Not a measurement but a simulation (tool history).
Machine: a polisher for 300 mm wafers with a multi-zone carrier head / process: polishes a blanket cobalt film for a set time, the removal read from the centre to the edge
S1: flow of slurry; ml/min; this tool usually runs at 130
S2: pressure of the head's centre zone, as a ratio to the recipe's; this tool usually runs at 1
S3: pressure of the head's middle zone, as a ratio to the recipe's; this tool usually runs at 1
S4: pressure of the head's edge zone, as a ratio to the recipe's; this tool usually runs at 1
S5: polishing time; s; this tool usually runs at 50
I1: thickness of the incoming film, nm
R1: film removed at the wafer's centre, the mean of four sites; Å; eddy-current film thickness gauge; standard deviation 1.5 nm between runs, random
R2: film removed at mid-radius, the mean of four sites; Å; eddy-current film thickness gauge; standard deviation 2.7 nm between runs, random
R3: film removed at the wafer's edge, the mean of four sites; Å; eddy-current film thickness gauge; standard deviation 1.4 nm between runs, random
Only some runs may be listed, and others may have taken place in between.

run 1 hour=0 | S1=130 S2=1 S3=1 S4=1 S5=50 | I1=1129.9 | R1=1799 R2=1806 R3=1921
-- hour=9 centre zone pressure recalibrated
run 2 hour=15.2 | S1=130 S2=1 S3=1 S4=1 S5=50 | I1=1131.4 | R1=1846 R2=1831 R3=1935
run 3 hour=26.3 | S1=130 S2=1 S3=1 S4=1 S5=50 | I1=1113.6 | R1=1824 R2=1840 R3=1921
run 4 hour=33.5 | S1=130 S2=1 S3=1 S4=1 S5=50 | I1=1127.2 | R1=1821 R2=1824 R3=1921
-- hour=38.1 slurry nozzle cleaned
run 5 hour=42.1 | S1=130 S2=1 S3=1 S4=1 S5=50 | I1=1133.4 | R1=1996 R2=1955 R3=2033
-- hour=51.6 worn pad replaced by a new one
run 6 hour=55.1 | S1=130 S2=1 S3=1 S4=1 S5=50 | I1=1132.8 | R1=2008 R2=1959 R3=2032
run 7 hour=61.5 | S1=130 S2=1 S3=1 S4=1 S5=50 | I1=1140.1 | R1=1976 R2=1932 R3=2038
-- hour=74.9 edge zone pressure recalibrated
run 8 hour=75.4 | S1=130 S2=1 S3=1 S4=1 S5=50 | I1=1123.4 | R1=1947 R2=2013 R3=2012
run 9 hour=82.8 | S1=130 S2=1.03 S3=1 S4=0.97 S5=35 | I1=1115.1 | R1=1415 R2=1367 R3=1411
-- hour=111.9 carrier head's membrane replaced by a new one
run 10 hour=116.6 | S1=130 S2=1 S3=1 S4=1 S5=50 | I1=1120.8 | R1=1921 R2=1939 R3=2014
run 11 hour=133.1 | S1=90 S2=0.92 S3=0.92 S4=1 S5=50 | I1=1129.7 | R1=1605 R2=1609 R3=1858
run 12 hour=144.1 | S1=130 S2=0.89 S3=1 S4=0.88 S5=50 | I1=1124 | R1=1724 R2=1949 R3=1891
run 13 hour=156.3 | S1=130 S2=1.07 S3=1 S4=1.08 S5=50 | I1=1121.7 | R1=2068 R2=1918 R3=2060
run 14 hour=174.2 | S1=130 S2=1 S3=1 S4=0.96 S5=37 | I1=1117.3 | R1=1427 R2=1427 R3=1419
-- hour=190.7 worn pad replaced by a new one
run 15 hour=191.2 | S1=110 S2=1 S3=1 S4=1 S5=50 | I1=1136.3 | R1=1818 R2=1789 R3=1896
run 16 hour=198.3 | S1=130 S2=1 S3=0.91 S4=1 S5=50 | I1=1121.6 | R1=1918 R2=1711 R3=1966
run 17 hour=212.1 | S1=130 S2=1.03 S3=1 S4=0.94 S5=63 | I1=1126 | R1=2503 R2=2388 R3=2456
run 18 hour=218.4 | S1=130 S2=0.91 S3=1 S4=1 S5=50 | I1=1135.7 | R1=1713 R2=1839 R3=1995
run 19 hour=231.5 | S1=130 S2=1 S3=1 S4=1 S5=50 | I1=1135.4 | R1=1885 R2=1863 R3=1974
run 20 hour=248 | S1=130 S2=1 S3=1 S4=1 S5=50 | I1=1136.1 | R1=1882 R2=1824 R3=1948
run 21 hour=260.9 | S1=130 S2=1 S3=1 S4=1 S5=50 | I1=1122.2 | R1=1880 R2=1839 R3=1946
run 22 hour=278.7 | S1=160 S2=1.11 S3=0.89 S4=1.06 S5=50 | I1=1131 | R1=2191 R2=1803 R3=2085

For some of the steps in R1 from one run to the next: how much would appear even if the tool had no hidden state, given the settings, what came in and random variation, and how much remains for the hidden state plus any gauge scatter that the measured result and the result without hidden state don't share?
What the log doesn't record here: removal rate lost through wear of the pad, %; slurry flow missing at the pad, %; deviation of the centre zone's pressure from its setpoint, %; deviation of the edge zone's pressure from its setpoint, %.
Run 4 -> 5: slurry nozzle cleaned. R1 +175 Å: hidden state +173, all else +2.
Run 13 -> 14: S2 1.07 -> 1, S4 1.08 -> 0.96, S5 50 -> 37. R1 -641 Å: hidden state +17, all else -658.
Run 14 -> 15: S1 130 -> 110, S4 0.96 -> 1, S5 37 -> 50, worn pad replaced by a new one. R1 +391 Å: hidden state -38, all else +429.
Run 17 -> 18: S2 1.03 -> 0.91, S4 0.94 -> 1, S5 63 -> 50. R1 -790 Å: hidden state +38, all else -828.
